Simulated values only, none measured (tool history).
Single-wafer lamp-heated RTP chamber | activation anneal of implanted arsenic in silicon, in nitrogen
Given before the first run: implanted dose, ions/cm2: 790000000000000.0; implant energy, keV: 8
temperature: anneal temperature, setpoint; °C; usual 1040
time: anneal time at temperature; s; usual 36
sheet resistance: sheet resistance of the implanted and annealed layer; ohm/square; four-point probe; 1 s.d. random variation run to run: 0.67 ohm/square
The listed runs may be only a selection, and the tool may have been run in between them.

| run | hour | temperature | time | read-back reference wafer on the same gauge, sheet resistance | sheet resistance |
|---|---|---|---|---|---|
| 1 | 0.0 | 1040 | 36 | 130.96 | 154.16 |
| 2 | 26.2 | 1040 | 36 | 130.97 | 154.43 |
| 3 | 59.6 | 1040 | 36 | 131.03 | 154.72 |
| 4 | 94.4 | 1040 | 36 | 131.11 | 154.51 |
| 5 | 114.9 | 1040 | 36 | 131.10 | 153.64 |
| 6 | 148.8 | 1040 | 29 | 131.08 | 157.13 |
| 7 | 167.9 | 1040 | 29 | 130.98 | 156.78 |
| 8 | 185.5 | 1040 | 36 | 130.99 | 153.07 |
| 9 | 209.7 | 1040 | 36 | 131.04 | 153.29 |
| 10 | 227.6 | 1052 | 25 | 130.98 | 155.20 |
| 11 | 245.3 | 1040 | 36 | 131.02 | 154.30 |
|  | 247.0 | gauge calibrated |
| 12 | 261.8 | 1040 | 36 | 131.10 | 154.06 |
| 13 | 281.2 | 1040 | 36 | 130.94 | 153.34 |
| 14 | 303.4 | 1057 | 23 | 131.11 | 154.23 |
| 15 | 324.3 | 1057 | 23 | 131.01 | 155.10 |
| 16 | 356.3 | 1053 | 27 | 130.96 | 153.19 |
| 17 | 382.7 | 1058 | 16 | 131.00 | 160.52 |
|  | 393.0 | pyrometer window cleaned and pyrometer calibrated |
| 18 | 418.1 | 1040 | 36 | 131.03 | 157.91 |
|  | 445.0 | reflector plate cleaned |
| 19 | 451.9 | 1057 | 18 | 130.99 | 162.76 |
| 20 | 471.0 | 1013 | 43 | 130.92 | 163.62 |
| 21 | 483.4 | 1017 | 18 | 131.07 | 182.34 |
| 22 | 516.0 | 1015 | 22 | 130.96 | 177.63 |
| 23 | 532.2 | 1013 | 43 | 131.02 | 163.75 |
| 24 | 550.1 | 1016 | 47 | 131.10 | 160.99 |
| 25 | 584.2 | 1048 | 24 | 131.02 | 159.95 |
| 26 | 606.1 | 1058 | 17 | 131.08 | 160.42 |
| 27 | 638.0 | 1023 | 23 | 130.92 | 171.10 |
| 28 | 661.1 | 1016 | 36 | 130.94 | 164.36 |
| 29 | 682.3 | 1040 | 36 | 131.08 | 155.31 |
| 30 | 716.1 | 1040 | 36 | 131.04 | 155.04 |
| 31 | 785.4 | 1031 | 43 | 131.02 | 155.32 |

Below, each run's measurement less what the same run would have read without the hidden state. Both values contain the same run-to-run variation, but the gauge's scatter may not be the same in both:
Hidden conditions of the tool in this case: true wafer temperature minus pyrometer reading, K; wafer temperature error from the tarnished reflector plate, K; gauge reads high (%).
| run | sheet resistance |
|---|---|
| 1 | -3.93 |
| 2 | -4.09 |
| 3 | -4.27 |
| 4 | -4.42 |
| 5 | -4.47 |
| 6 | -5.14 |
| 7 | -5.20 |
| 8 | -4.66 |
| 9 | -4.73 |
| 10 | -5.08 |
| 11 | -4.82 |
| 12 | -4.85 |
| 13 | -4.86 |
| 14 | -5.08 |
| 15 | -5.13 |
| 16 | -5.08 |
| 17 | -5.75 |
| 18 | -0.76 |
| 19 | -1.57 |
| 20 | -2.57 |
| 21 | -3.51 |
| 22 | -4.18 |
| 23 | -3.72 |
| 24 | -3.56 |
| 25 | -3.29 |
| 26 | -3.45 |
| 27 | -5.31 |
| 28 | -5.14 |
| 29 | -3.45 |
| 30 | -3.60 |
| 31 | -3.88 |

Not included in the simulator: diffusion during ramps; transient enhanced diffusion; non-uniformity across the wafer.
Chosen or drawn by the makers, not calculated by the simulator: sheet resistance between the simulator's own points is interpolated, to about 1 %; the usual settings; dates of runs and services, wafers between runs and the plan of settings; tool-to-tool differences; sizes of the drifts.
